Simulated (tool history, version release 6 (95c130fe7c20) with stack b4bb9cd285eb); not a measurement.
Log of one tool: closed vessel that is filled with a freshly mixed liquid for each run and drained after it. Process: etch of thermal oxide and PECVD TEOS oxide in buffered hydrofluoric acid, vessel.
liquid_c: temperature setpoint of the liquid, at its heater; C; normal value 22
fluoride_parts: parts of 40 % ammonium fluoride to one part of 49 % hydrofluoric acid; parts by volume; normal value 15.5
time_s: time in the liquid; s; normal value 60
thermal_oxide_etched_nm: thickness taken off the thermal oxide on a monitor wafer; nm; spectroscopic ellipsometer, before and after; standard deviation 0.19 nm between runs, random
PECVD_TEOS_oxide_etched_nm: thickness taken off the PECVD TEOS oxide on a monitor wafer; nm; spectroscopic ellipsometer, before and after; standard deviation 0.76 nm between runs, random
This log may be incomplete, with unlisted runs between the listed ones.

run,hour,liquid_c,fluoride_parts,time_s,wafers since the last listed run,hours since the thermometer was replaced,hours since the hydrofluoric acid flow meter was replaced,hours since the gauge calibration,"read-back film thickness of the thermal oxide reference wafer, read on the same gauge (nm)","read-back film thickness of the PECVD TEOS oxide reference wafer, read on the same gauge (nm)",thermal_oxide_etched_nm,PECVD_TEOS_oxide_etched_nm
1,0,22,15.5,45,0,1660.8,2178.2,161.4,120.01,70,30.32,59.92
2,16.7,22,15.5,60,1075,1677.5,2194.9,178.1,119.99,70,40.98,81.56
3,40.9,22,15.5,60,1559,1701.7,2219.1,202.3,120,70.01,40.97,79.94
4,69.5,22,15.5,60,1842,1730.3,2247.7,230.9,120,70.01,40.63,80.24
# hour 89.6: gauge calibrated
5,91.5,22,15.5,60,1417,1752.3,2269.7,1.9,120,70.01,41.03,80.84
6,112.2,22,15.5,60,1333,1773,2290.4,22.6,120,69.98,40.4,79.03
7,138.7,22,12,60,1707,1799.5,2316.9,49.1,119.99,70,52.41,102.68
8,155.3,22,12,60,1069,1816.1,2333.5,65.7,120.02,70.01,52.04,104.79
9,177.6,18.5,15.5,60,1436,1838.4,2355.8,88,120.01,70.01,33.46,66.46
10,190.9,22,15.5,60,856,1851.7,2369.1,101.3,120,70,40.77,79.75
11,213.5,22,15.5,60,1456,1874.3,2391.7,123.9,119.98,70,40.91,79.62
12,247.9,22,15.5,60,2216,1908.7,2426.1,158.3,119.99,70.01,41,80.71
13,271,22,15.5,60,1488,1931.8,2449.2,181.4,120,69.99,40.68,81.44
14,297.3,22,17.5,60,1694,1958.1,2475.5,207.7,120,69.99,35.99,71.08
15,315.1,26.5,20,45,1146,1975.9,2493.3,225.5,120,70.01,30.23,59.76
# hour 342: gauge calibrated
16,349.1,22,15.5,60,2190,2009.9,2527.3,7.1,120,70,40.76,80.22
# hour 363.2: hydrofluoric acid flow meter replaced
17,369.3,22,15.5,60,1237,2030.1,6.1,27.3,120,70.04,40.54,80.19
18,393.4,24.5,19.5,80,1552,2054.2,30.2,51.4,119.99,69.97,49.84,99.68
19,406.2,25,14,85,824,2067,43,64.2,119.99,69.98,75.03,148.28
20,420.2,22,20.5,60,902,2081,57,78.2,120,70.02,31.23,61.35
21,434,17,15.5,75,889,2094.8,70.8,92,120.01,69.99,38.26,76.45
# hour 440.6: thermometer replaced
22,465.7,25.5,15.5,95,1977,25.1,102.5,123.7,119.99,69.97,77.81,157.1
23,482.5,22,15.5,60,1082,41.9,119.3,140.5,120,69.99,40.65,80.04
24,515.1,22,15.5,60,2100,74.5,151.9,173.1,120.01,70.03,41.1,81.47
25,531.3,22,15.5,60,1043,90.7,168.1,189.3,120.01,70,40.42,80.91
26,558.9,20,12.5,40,1778,118.3,195.7,216.9,119.98,69.97,29.97,58.83

Exercise: give the hidden state of the tool at every run:
liquid hotter than its thermometer reads (K): 0, the same for each run
hydrofluoric acid flow above the setpoint (%): 0, the same for each run
gauge reads high (%): 0, the same for each run
